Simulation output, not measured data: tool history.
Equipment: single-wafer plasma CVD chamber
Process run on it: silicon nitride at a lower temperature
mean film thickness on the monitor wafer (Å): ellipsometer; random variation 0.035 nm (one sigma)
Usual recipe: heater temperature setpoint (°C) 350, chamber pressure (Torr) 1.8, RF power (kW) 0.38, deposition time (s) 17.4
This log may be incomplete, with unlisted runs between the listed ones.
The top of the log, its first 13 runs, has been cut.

| run | hour | heater temperature setpoint (°C) | chamber pressure (Torr) | RF power (kW) | deposition time (s) | wafers since the last listed run | hours since the last thermocouple change | hours since the last RF generator calibration | hours since the last manometer calibration | hours since the showerhead was replaced | hours since the gauge calibration | read-back reference wafer on the same gauge, thickness_nm | mean film thickness on the monitor wafer (Å) |
|---|---|---|---|---|---|---|---|---|---|---|---|---|---|
|  | 146.5 | RF generator calibrated |
| 14 | 151.4 | 365 | 1.8 | 0.38 | 18.9 | 112 | 72.3 | 4.9 | 20.6 | 2645.5 | 456.3 | 25.488 | 254.87 |
|  | 164.5 | gauge calibrated |
| 15 | 164.5 | 360 | 1.99 | 0.38 | 14.7 | 179 | 85.4 | 18 | 33.7 | 2658.6 | 0 | 25.503 | 201.61 |
| 16 | 173.5 | 361 | 1.8 | 0.38 | 17.4 | 123 | 94.4 | 27 | 42.7 | 2667.6 | 9 | 25.489 | 234.58 |
|  | 195 | showerhead replaced |
| 17 | 200.5 | 350 | 1.8 | 0.355 | 17.4 | 260 | 121.4 | 54 | 69.7 | 5.5 | 36 | 25.489 | 227.12 |
| 18 | 209 | 361 | 1.8 | 0.38 | 17.4 | 116 | 129.9 | 62.5 | 78.2 | 14 | 44.5 | 25.484 | 234.06 |
| 19 | 217.4 | 350 | 1.8 | 0.32 | 17.4 | 115 | 138.3 | 70.9 | 86.6 | 22.4 | 52.9 | 25.496 | 213.8 |
| 20 | 226.4 | 350 | 1.8 | 0.38 | 17.4 | 123 | 147.3 | 79.9 | 95.6 | 31.4 | 61.9 | 25.495 | 235.5 |
| 21 | 235.9 | 350 | 1.8 | 0.38 | 17.4 | 130 | 156.8 | 89.4 | 105.1 | 40.9 | 71.4 | 25.517 | 235.94 |
| 22 | 248.3 | 350 | 1.8 | 0.38 | 17.4 | 170 | 169.2 | 101.8 | 117.5 | 53.3 | 83.8 | 25.487 | 236.43 |
| 23 | 265.6 | 350 | 1.8 | 0.33 | 14.2 | 237 | 186.5 | 119.1 | 134.8 | 70.6 | 101.1 | 25.499 | 176.86 |
| 24 | 278.3 | 350 | 1.8 | 0.33 | 14.2 | 174 | 199.2 | 131.8 | 147.5 | 83.3 | 113.8 | 25.5 | 177.11 |
| 25 | 294.2 | 361 | 1.48 | 0.38 | 17.4 | 218 | 215.1 | 147.7 | 163.4 | 99.2 | 129.7 | 25.5 | 226.23 |
| 26 | 305.7 | 350 | 1.8 | 0.38 | 16.1 | 157 | 226.6 | 159.2 | 174.9 | 110.7 | 141.2 | 25.52 | 218.02 |
| 27 | 316.3 | 350 | 1.8 | 0.42 | 17.4 | 145 | 237.2 | 169.8 | 185.5 | 121.3 | 151.8 | 25.515 | 249.26 |
| 28 | 333.9 | 350 | 1.8 | 0.415 | 17.4 | 241 | 254.8 | 187.4 | 203.1 | 138.9 | 169.4 | 25.503 | 247.52 |
| 29 | 350.3 | 350 | 1.8 | 0.38 | 17.4 | 224 | 271.2 | 203.8 | 219.5 | 155.3 | 185.8 | 25.49 | 235.12 |
| 30 | 357.1 | 350 | 1.38 | 0.44 | 17.4 | 93 | 278 | 210.6 | 226.3 | 162.1 | 192.6 | 25.52 | 244.18 |

Below are 3 alternative next runs, each starting from the tool's condition after run 30. Predict each:
| A | 357.5 | 350 | 2.1 | 0.38 | 17.4 | 5 | 278.4 | 211 | 226.7 | 162.5 | 193 | ? | ? |
| B | 357.5 | 356 | 1.36 | 0.42 | 18.6 | 5 | 278.4 | 211 | 226.7 | 162.5 | 193 | ? | ? |
| C | 357.5 | 346 | 1.8 | 0.38 | 20.6 | 5 | 278.4 | 211 | 226.7 | 162.5 | 193 | ? | ? |

| run | read-back reference wafer on the same gauge, thickness_nm | mean film thickness on the monitor wafer (Å) |
|---|---|---|
| A | 25.516 | 242.81 |
| B | 25.516 | 253.74 |
| C | 25.516 | 279.86 |
Without the tool's unlogged condition, the same runs would have read:
| run | mean film thickness on the monitor wafer (Å) |
|---|---|
| A | 243.64 |
| B | 254.4 |
| C | 280.75 |
